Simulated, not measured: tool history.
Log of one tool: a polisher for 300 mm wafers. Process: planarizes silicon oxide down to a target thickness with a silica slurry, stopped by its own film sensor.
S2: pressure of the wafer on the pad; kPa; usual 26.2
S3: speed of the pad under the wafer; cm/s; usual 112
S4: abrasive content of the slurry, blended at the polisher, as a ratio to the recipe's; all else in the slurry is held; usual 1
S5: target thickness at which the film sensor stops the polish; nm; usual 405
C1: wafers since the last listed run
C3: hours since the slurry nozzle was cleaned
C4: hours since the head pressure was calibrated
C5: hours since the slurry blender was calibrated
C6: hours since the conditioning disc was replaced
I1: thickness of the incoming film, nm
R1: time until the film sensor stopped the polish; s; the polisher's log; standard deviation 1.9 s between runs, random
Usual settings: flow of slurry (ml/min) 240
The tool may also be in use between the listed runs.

{"run": 1, "hour": 0.0, "flow of slurry (ml/min)": 240, "S2": 26.2, "S3": 112, "S4": 1, "S5": 405, "C1": 0, "wafers polished on this pad": 68, "C3": 238.2, "C4": 450.7, "C5": 101.3, "C6": 40.1, "I1": 795.1, "R1": 171.5}
{"run": 2, "hour": 10.3, "flow of slurry (ml/min)": 180, "S2": 26.2, "S3": 112, "S4": 1, "S5": 405, "C1": 72, "wafers polished on this pad": 141, "C3": 248.5, "C4": 461, "C5": 111.6, "C6": 50.4, "I1": 794.4, "R1": 177.1}
{"run": 3, "hour": 26.7, "flow of slurry (ml/min)": 180, "S2": 26.2, "S3": 112, "S4": 1, "S5": 405, "C1": 114, "wafers polished on this pad": 256, "C3": 264.9, "C4": 477.4, "C5": 128, "C6": 66.8, "I1": 795.6, "R1": 179.8}
{"run": 4, "hour": 35.1, "flow of slurry (ml/min)": 240, "S2": 26.2, "S3": 112, "S4": 1, "S5": 405, "C1": 58, "wafers polished on this pad": 314, "C3": 273.3, "C4": 485.8, "C5": 136.4, "C6": 75.2, "I1": 815.1, "R1": 181.6}
{"run": 5, "hour": 50.0, "flow of slurry (ml/min)": 240, "S2": 26.2, "S3": 112, "S4": 1, "S5": 405, "C1": 104, "wafers polished on this pad": 419, "C3": 288.2, "C4": 500.7, "C5": 151.3, "C6": 90.1, "I1": 803.2, "R1": 177.1}
{"run": 6, "hour": 65.6, "flow of slurry (ml/min)": 240, "S2": 26.2, "S3": 112, "S4": 1, "S5": 405, "C1": 109, "wafers polished on this pad": 528, "C3": 303.8, "C4": 516.3, "C5": 166.9, "C6": 105.7, "I1": 804.1, "R1": 179.5}
{"run": 7, "hour": 78.7, "flow of slurry (ml/min)": 240, "S2": 26.2, "S3": 112, "S4": 1, "S5": 405, "C1": 91, "wafers polished on this pad": 620, "C3": 316.9, "C4": 529.4, "C5": 180, "C6": 118.8, "I1": 795.1, "R1": 173.1}
{"hour": 81.2, "done": "head pressure recalibrated"}
{"hour": 82.8, "done": "slurry blender recalibrated"}
{"run": 8, "hour": 85.1, "flow of slurry (ml/min)": 240, "S2": 26.2, "S3": 112, "S4": 1, "S5": 405, "C1": 20, "wafers polished on this pad": 640, "C3": 323.3, "C4": 3.9, "C5": 2.3, "C6": 125.2, "I1": 810, "R1": 161.2}
{"hour": 91.1, "done": "slurry nozzle cleaned"}
{"run": 9, "hour": 96.0, "flow of slurry (ml/min)": 240, "S2": 26.2, "S3": 134, "S4": 1, "S5": 405, "C1": 69, "wafers polished on this pad": 710, "C3": 4.9, "C4": 14.8, "C5": 13.2, "C6": 136.1, "I1": 811, "R1": 142.1}
{"run": 10, "hour": 110.2, "flow of slurry (ml/min)": 240, "S2": 26.2, "S3": 134, "S4": 1, "S5": 405, "C1": 99, "wafers polished on this pad": 809, "C3": 19.1, "C4": 29, "C5": 27.4, "C6": 150.3, "I1": 786.1, "R1": 134.1}
{"run": 11, "hour": 120.5, "flow of slurry (ml/min)": 240, "S2": 26.2, "S3": 134, "S4": 1, "S5": 405, "C1": 72, "wafers polished on this pad": 881, "C3": 29.4, "C4": 39.3, "C5": 37.7, "C6": 160.6, "I1": 796.9, "R1": 134.9}
{"run": 12, "hour": 129.1, "flow of slurry (ml/min)": 240, "S2": 26.2, "S3": 112, "S4": 1, "S5": 405, "C1": 60, "wafers polished on this pad": 942, "C3": 38, "C4": 47.9, "C5": 46.3, "C6": 169.2, "I1": 795.9, "R1": 156.9}
{"run": 13, "hour": 143.5, "flow of slurry (ml/min)": 240, "S2": 26.2, "S3": 112, "S4": 1, "S5": 405, "C1": 100, "wafers polished on this pad": 1043, "C3": 52.4, "C4": 62.3, "C5": 60.7, "C6": 183.6, "I1": 809.2, "R1": 158.9}
{"run": 14, "hour": 152.0, "flow of slurry (ml/min)": 310, "S2": 33.8, "S3": 112, "S4": 0.85, "S5": 405, "C1": 59, "wafers polished on this pad": 1102, "C3": 60.9, "C4": 70.8, "C5": 69.2, "C6": 192.1, "I1": 800.9, "R1": 128.1}
{"run": 15, "hour": 165.2, "flow of slurry (ml/min)": 240, "S2": 23.4, "S3": 152, "S4": 0.85, "S5": 486, "C1": 92, "wafers polished on this pad": 1195, "C3": 74.1, "C4": 84, "C5": 82.4, "C6": 205.3, "I1": 806.5, "R1": 120.9}
{"run": 16, "hour": 182.1, "flow of slurry (ml/min)": 160, "S2": 26.2, "S3": 112, "S4": 0.7, "S5": 405, "C1": 118, "wafers polished on this pad": 1313, "C3": 91, "C4": 100.9, "C5": 99.3, "C6": 222.2, "I1": 798.6, "R1": 206.2}

For run 17, what comes out?
{"hour": 188.9, "done": "conditioning disc replaced and pad reconditioned"}
{"run": 17, "hour": 199.6, "flow of slurry (ml/min)": 325, "S2": 26.2, "S3": 112, "S4": 1, "S5": 474, "C1": 108, "wafers polished on this pad": 1422, "C3": 108.5, "C4": 118.4, "C5": 116.8, "C6": 10.7, "I1": 795.8, "R1": "?"}

R1: 127 s
If the tool had no hidden condition, the same run with the same run-to-run variation would have returned R1 128.3 s.
